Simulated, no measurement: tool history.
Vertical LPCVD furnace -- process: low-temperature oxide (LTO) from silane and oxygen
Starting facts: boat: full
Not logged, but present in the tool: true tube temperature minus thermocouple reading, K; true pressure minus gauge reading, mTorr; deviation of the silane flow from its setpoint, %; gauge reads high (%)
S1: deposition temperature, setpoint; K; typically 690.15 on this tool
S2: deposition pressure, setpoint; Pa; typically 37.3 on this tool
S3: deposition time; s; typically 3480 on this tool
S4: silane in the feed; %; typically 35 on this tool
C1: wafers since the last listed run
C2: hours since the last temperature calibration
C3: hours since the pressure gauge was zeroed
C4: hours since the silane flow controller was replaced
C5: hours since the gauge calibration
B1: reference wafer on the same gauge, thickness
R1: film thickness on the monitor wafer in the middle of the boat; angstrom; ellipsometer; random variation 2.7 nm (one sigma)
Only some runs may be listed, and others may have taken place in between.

| run | hour | S1 | S2 | S3 | S4 | C1 | C2 | C3 | C4 | C5 | B1 | R1 |
|---|---|---|---|---|---|---|---|---|---|---|---|---|
| 1 | 0 | 690.15 | 40.7 | 3480 | 38 | 0 | 1006.7 | 832.8 | 3922.8 | 248.2 | 727.66 | 8305 |
| 2 | 52.5 | 690.15 | 40.7 | 3480 | 38 | 735 | 1059.2 | 885.3 | 3975.3 | 300.7 | 727.72 | 8388.7 |
| 3 | 95.6 | 690.15 | 37.3 | 3480 | 35 | 604 | 1102.3 | 928.4 | 4018.4 | 343.8 | 728.23 | 7012.1 |
| 4 | 121.2 | 690.15 | 37.3 | 3480 | 35 | 358 | 1127.9 | 954 | 4044 | 369.4 | 728.04 | 7023.3 |
| 5 | 160 | 690.15 | 37.3 | 3480 | 35 | 543 | 1166.7 | 992.8 | 4082.8 | 408.2 | 727.84 | 7052.4 |
| 6 | 197.1 | 690.15 | 37.3 | 3480 | 35 | 520 | 1203.8 | 1029.9 | 4119.9 | 445.3 | 727.33 | 7041.3 |
| 7 | 391.8 | 690.15 | 37.3 | 3480 | 35 | 2728 | 1398.5 | 1224.6 | 4314.6 | 640 | 728.55 | 7167.7 |
|  | 430.5 | gauge calibrated |
| 8 | 457 | 690.15 | 37.3 | 3480 | 35 | 913 | 1463.7 | 1289.8 | 4379.8 | 26.5 | 726.53 | 7161.4 |
| 9 | 494.8 | 690.15 | 37.3 | 3480 | 35 | 529 | 1501.5 | 1327.6 | 4417.6 | 64.3 | 727.6 | 7184 |
| 10 | 538.1 | 690.15 | 37.3 | 3060 | 32 | 606 | 1544.8 | 1370.9 | 4460.9 | 107.6 | 727.17 | 5640.7 |
| 11 | 570 | 686.15 | 32 | 3060 | 35 | 447 | 1576.7 | 1402.8 | 4492.8 | 139.5 | 725.02 | 5257.8 |
| 12 | 618.2 | 690.15 | 37.3 | 3480 | 35 | 675 | 1624.9 | 1451 | 4541 | 187.7 | 726.19 | 7269.2 |
| 13 | 665.4 | 690.15 | 37.3 | 3480 | 32 | 661 | 1672.1 | 1498.2 | 4588.2 | 234.9 | 726.81 | 6529.2 |
|  | 718.4 | pressure gauge zeroed |
| 14 | 718.9 | 684.15 | 45.3 | 4140 | 37 | 413 | 1725.6 | 0.5 | 4641.7 | 288.4 | 726.9 | 10285.6 |
|  | 802.2 | silane flow controller replaced |
|  | 821.1 | thermocouples replaced and temperature profile calibrated |
| 15 | 901.7 | 695.15 | 31.3 | 2910 | 35 | 1960 | 80.6 | 183.3 | 99.5 | 471.2 | 725.72 | 5043.6 |
| 16 | 954.1 | 690.15 | 42.7 | 2820 | 35 | 734 | 133 | 235.7 | 151.9 | 523.6 | 726.5 | 6237.3 |
| 17 | 989.8 | 690.15 | 37.3 | 3480 | 35 | 500 | 168.7 | 271.4 | 187.6 | 559.3 | 728.11 | 6830 |
| 18 | 1032.7 | 680.15 | 34 | 4650 | 28 | 601 | 211.6 | 314.3 | 230.5 | 602.2 | 727.02 | 5407.7 |

Run-by-run hidden state of the tool:
deviation of the silane flow from its setpoint, %: 0 in every run
gauge reads high (%): 0 in every run
H1: true tube temperature minus thermocouple reading, K
H2: true pressure minus gauge reading, mTorr
| run | H1 | H2 |
|---|---|---|
| 1 | 1.61 | 5.02 |
| 2 | 1.75 | 5.47 |
| 3 | 1.87 | 5.87 |
| 4 | 1.95 | 6.11 |
| 5 | 2.07 | 6.5 |
| 6 | 2.19 | 6.88 |
| 7 | 2.86 | 9.1 |
| 8 | 3.11 | 9.93 |
| 9 | 3.26 | 10.4 |
| 10 | 3.43 | 11 |
| 11 | 3.56 | 11.5 |
| 12 | 3.77 | 12.2 |
| 13 | 3.98 | 12.9 |
| 14 | 4.22 | 1.14 |
| 15 | 0.298 | 1.31 |
| 16 | 0.313 | 1.42 |
| 17 | 0.328 | 1.51 |
| 18 | 0.349 | 1.64 |
